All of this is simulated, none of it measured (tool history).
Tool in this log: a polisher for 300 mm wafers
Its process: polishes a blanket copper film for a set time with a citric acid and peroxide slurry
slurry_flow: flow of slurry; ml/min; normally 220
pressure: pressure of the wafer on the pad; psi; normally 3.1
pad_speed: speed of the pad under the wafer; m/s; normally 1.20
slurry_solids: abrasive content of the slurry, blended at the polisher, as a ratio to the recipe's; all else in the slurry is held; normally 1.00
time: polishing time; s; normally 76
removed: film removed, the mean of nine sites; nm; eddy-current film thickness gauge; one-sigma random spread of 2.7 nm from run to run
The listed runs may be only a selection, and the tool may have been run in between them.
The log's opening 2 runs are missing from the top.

| run | day | slurry_flow | pressure | pad_speed | slurry_solids | time | wafers since the last listed run | wafers polished on this pad | hours since the slurry nozzle was cleaned | hours since the head pressure was calibrated | hours since the slurry blender was calibrated | incoming thickness of the incoming film, nm | removed |
|---|---|---|---|---|---|---|---|---|---|---|---|---|---|
| 3 | 0.821 | 220 | 3.1 | 0.88 | 1.20 | 76 | 62 | 862 | 90.3 | 296.2 | 46.0 | 1047.0 | 201.0 |
| 4 | 1.554 | 220 | 3.1 | 1.20 | 0.90 | 76 | 178 | 1040 | 107.9 | 313.8 | 63.6 | 1038.3 | 222.8 |
| 5 | 1.912 | 220 | 3.1 | 1.20 | 0.90 | 76 | 87 | 1128 | 116.5 | 322.4 | 72.2 | 1047.7 | 225.9 |
| 6 | 2.312 | 265 | 3.1 | 1.20 | 1.10 | 76 | 97 | 1225 | 126.1 | 332.0 | 81.8 | 1035.7 | 231.3 |
| 7 | 2.612 | 265 | 3.1 | 1.20 | 1.10 | 76 | 73 | 1298 | 133.3 | 339.2 | 89.0 | 1023.7 | 238.9 |
|  | 2.867 | worn pad replaced by a new one |
| 8 | 3.167 | 265 | 3.1 | 1.20 | 1.10 | 76 | 94 | 73 | 146.6 | 352.5 | 102.3 | 1036.4 | 234.5 |
| 9 | 3.742 | 220 | 3.1 | 1.20 | 1.00 | 76 | 140 | 213 | 160.4 | 366.3 | 116.1 | 1026.3 | 228.4 |
| 10 | 4.029 | 220 | 3.1 | 1.20 | 1.00 | 76 | 70 | 283 | 167.3 | 373.2 | 123.0 | 1021.7 | 226.9 |
| 11 | 4.458 | 220 | 3.1 | 1.20 | 1.00 | 76 | 104 | 388 | 177.6 | 383.5 | 133.3 | 1052.9 | 222.5 |
| 12 | 5.125 | 200 | 3.1 | 1.20 | 1.25 | 76 | 162 | 550 | 193.6 | 399.5 | 149.3 | 1035.7 | 225.0 |
| 13 | 7.083 | 200 | 3.1 | 1.20 | 1.25 | 76 | 476 | 1027 | 240.6 | 446.5 | 196.3 | 1049.6 | 224.6 |
| 14 | 7.358 | 200 | 3.1 | 1.20 | 1.25 | 76 | 66 | 1094 | 247.2 | 453.1 | 202.9 | 1042.7 | 220.2 |
| 15 | 7.867 | 220 | 3.1 | 1.20 | 1.00 | 76 | 123 | 1218 | 259.4 | 465.3 | 215.1 | 1035.3 | 215.7 |
| 16 | 8.167 | 220 | 3.7 | 1.02 | 1.00 | 93 | 73 | 1291 | 266.6 | 472.5 | 222.3 | 1042.0 | 276.2 |
|  | 8.750 | worn pad replaced by a new one |
| 17 | 8.771 | 290 | 3.1 | 1.30 | 1.00 | 76 | 106 | 4 | 281.1 | 487.0 | 236.8 | 1030.2 | 236.4 |
| 18 | 10.621 | 290 | 3.7 | 1.20 | 1.00 | 76 | 450 | 455 | 325.5 | 531.4 | 281.2 | 1041.7 | 252.2 |
| 19 | 11.092 | 220 | 3.1 | 1.20 | 1.00 | 76 | 114 | 570 | 336.8 | 542.7 | 292.5 | 1053.8 | 210.0 |
| 20 | 11.425 | 220 | 3.1 | 1.20 | 1.00 | 50 | 81 | 651 | 344.8 | 550.7 | 300.5 | 1022.8 | 135.8 |
|  | 11.575 | head pressure recalibrated |
|  | 11.712 | slurry blender recalibrated |
| 21 | 11.846 | 220 | 3.1 | 1.20 | 1.00 | 87 | 61 | 713 | 354.9 | 6.5 | 3.2 | 1022.4 | 253.1 |
| 22 | 12.808 | 220 | 3.1 | 0.88 | 1.20 | 76 | 234 | 947 | 378.0 | 29.6 | 26.3 | 1054.9 | 184.6 |
| 23 | 13.121 | 220 | 3.8 | 1.20 | 1.20 | 51 | 76 | 1023 | 385.5 | 37.1 | 33.8 | 1032.8 | 168.0 |
|  | 13.529 | slurry nozzle cleaned |
| 24 | 13.725 | 290 | 3.1 | 0.80 | 0.90 | 76 | 136 | 1160 | 4.7 | 51.6 | 48.3 | 1052.8 | 192.0 |
|  | 15.046 | worn pad replaced by a new one |
| 25 | 15.304 | 220 | 3.1 | 0.88 | 1.20 | 76 | 343 | 62 | 42.6 | 89.5 | 86.2 | 1035.2 | 195.6 |
| 26 | 15.817 | 220 | 3.1 | 1.38 | 1.25 | 95 | 124 | 187 | 54.9 | 101.8 | 98.5 | 1048.9 | 326.6 |
| 27 | 16.542 | 220 | 3.1 | 1.20 | 0.80 | 88 | 176 | 364 | 72.3 | 119.2 | 115.9 | 1044.1 | 257.0 |

Run 28, settings as shown, results not yet in. Your forecast:
| 28 | 16.812 | 220 | 3.1 | 1.20 | 1.00 | 76 | 65 | 430 | 78.8 | 125.7 | 122.4 | 1050.5 | ? |

Run 28 gave removed 226.7 nm.
On a tool with no hidden condition, and with the same random variation, this run would have come out at removed 231.9 nm.

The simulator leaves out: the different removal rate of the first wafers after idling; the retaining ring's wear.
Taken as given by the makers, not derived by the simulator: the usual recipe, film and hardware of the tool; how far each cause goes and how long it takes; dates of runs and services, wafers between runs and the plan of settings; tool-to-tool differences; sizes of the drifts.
